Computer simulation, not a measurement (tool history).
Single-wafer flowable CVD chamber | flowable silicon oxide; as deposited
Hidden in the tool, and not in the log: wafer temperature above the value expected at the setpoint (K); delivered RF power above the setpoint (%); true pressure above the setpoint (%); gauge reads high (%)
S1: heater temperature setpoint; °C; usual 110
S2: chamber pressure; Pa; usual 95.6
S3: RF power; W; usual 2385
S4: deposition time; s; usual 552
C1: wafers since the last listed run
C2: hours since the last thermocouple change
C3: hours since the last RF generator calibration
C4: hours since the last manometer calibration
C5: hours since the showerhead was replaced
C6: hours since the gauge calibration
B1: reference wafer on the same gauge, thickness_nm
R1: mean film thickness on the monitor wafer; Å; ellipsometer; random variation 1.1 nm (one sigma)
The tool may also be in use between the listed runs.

run	hour	S1	S2	S3	S4	C1	C2	C3	C4	C5	C6	B1	R1
1	0.0	110	95.6	2385	636	0	403.5	1130.7	1579.0	2658.4	2277.3	218.770	2664.84
2	49.3	110	95.6	2270	552	172	452.8	1180.0	1628.3	2707.7	2326.6	218.775	2294.41
3	92.9	110	95.6	2270	552	152	496.4	1223.6	1671.9	2751.3	2370.2	219.067	2306.67
4	135.3	110	95.6	2270	552	148	538.8	1266.0	1714.3	2793.7	2412.6	219.100	2278.63
5	236.2	110	95.6	2385	552	354	639.7	1366.9	1815.2	2894.6	2513.5	218.939	2334.06
6	280.7	110	95.6	2385	552	156	684.2	1411.4	1859.7	2939.1	2558.0	218.817	2322.67
# hour 337.7: gauge calibrated
7	351.5	110	95.6	2385	552	248	755.0	1482.2	1930.5	3009.9	13.8	219.408	2351.44
8	401.3	110	95.6	2385	552	174	804.8	1532.0	1980.3	3059.7	63.6	218.885	2333.04
9	493.1	106	95.6	2385	519	322	896.6	1623.8	2072.1	3151.5	155.4	218.778	2507.29
10	592.0	106	95.6	2385	519	347	995.5	1722.7	2171.0	3250.4	254.3	219.252	2487.70
# hour 793.2: RF generator calibrated
11	883.1	125	81.7	2385	552	993	1286.6	89.9	2462.1	3541.5	545.4	218.991	1335.50
12	975.0	110	95.6	2270	552	322	1378.5	181.8	2554.0	3633.4	637.3	218.924	2364.76
13	1043.7	110	112.0	2805	552	241	1447.2	250.5	2622.7	3702.1	706.0	219.153	2838.06
# hour 1061.8: showerhead replaced
14	1085.3	117	106.1	2385	552	117	1488.8	292.1	2664.3	23.5	747.6	218.708	2147.19
15	1150.4	121	79.2	2115	552	228	1553.9	357.2	2729.4	88.6	812.7	218.603	1404.92
16	1216.7	110	95.6	2385	552	232	1620.2	423.5	2795.7	154.9	879.0	218.772	2380.63
# hour 1235.1: capacitance manometer re-zeroed and calibrated
17	1305.6	110	95.6	2770	617	283	1709.1	512.4	70.5	243.8	967.9	219.256	2689.56
18	1395.4	101	80.9	2005	512	315	1798.9	602.2	160.3	333.6	1057.7	219.139	2364.70
# hour 1435.4: thermocouple changed; heater temperature recalibrated
19	1482.8	110	112.0	2805	552	278	47.4	689.6	247.7	421.0	1145.1	219.191	2705.00
20	1569.4	116	115.1	2385	506	303	134.0	776.2	334.3	507.6	1231.7	218.931	2109.06
21	1667.2	117	95.6	2385	462	343	231.8	874.0	432.1	605.4	1329.5	218.509	1567.59
22	1771.2	110	95.6	2385	552	364	335.8	978.0	536.1	709.4	1433.5	219.220	2300.05
23	1876.3	110	105.2	2385	552	368	440.9	1083.1	641.2	814.5	1538.6	219.076	2567.75
24	1954.5	100	74.0	2385	452	274	519.1	1161.3	719.4	892.7	1616.8	219.043	2001.90
25	2043.0	110	95.6	2385	552	310	607.6	1249.8	807.9	981.2	1705.3	219.320	2335.23
26	2147.1	110	95.6	2385	552	365	711.7	1353.9	912.0	1085.3	1809.4	219.647	2339.41
27	2204.9	125	79.6	2385	480	202	769.5	1411.7	969.8	1143.1	1867.2	218.689	1123.35
28	2309.2	110	103.1	2155	552	365	873.8	1516.0	1074.1	1247.4	1971.5	218.719	2485.85

4 ways to go on from here, each from the tool as it stands after run 28. What would each give?
A	2309.8	110	95.6	2385	552	2	874.4	1516.6	1074.7	1248.0	1972.1	?	?
B	2309.8	110	77.2	2385	552	2	874.4	1516.6	1074.7	1248.0	1972.1	?	?
C	2309.8	110	95.6	2385	456	2	874.4	1516.6	1074.7	1248.0	1972.1	?	?
D	2309.8	105	72.9	2385	552	2	874.4	1516.6	1074.7	1248.0	1972.1	?	?

run	B1	R1
A	219.009	2340.29
B	219.009	1898.12
C	219.009	1933.28
D	219.009	2088.81
Without the tool's hidden state the same runs would have given:
run	R1
A	2228.05
B	1807.09
C	1840.56
D	1986.26
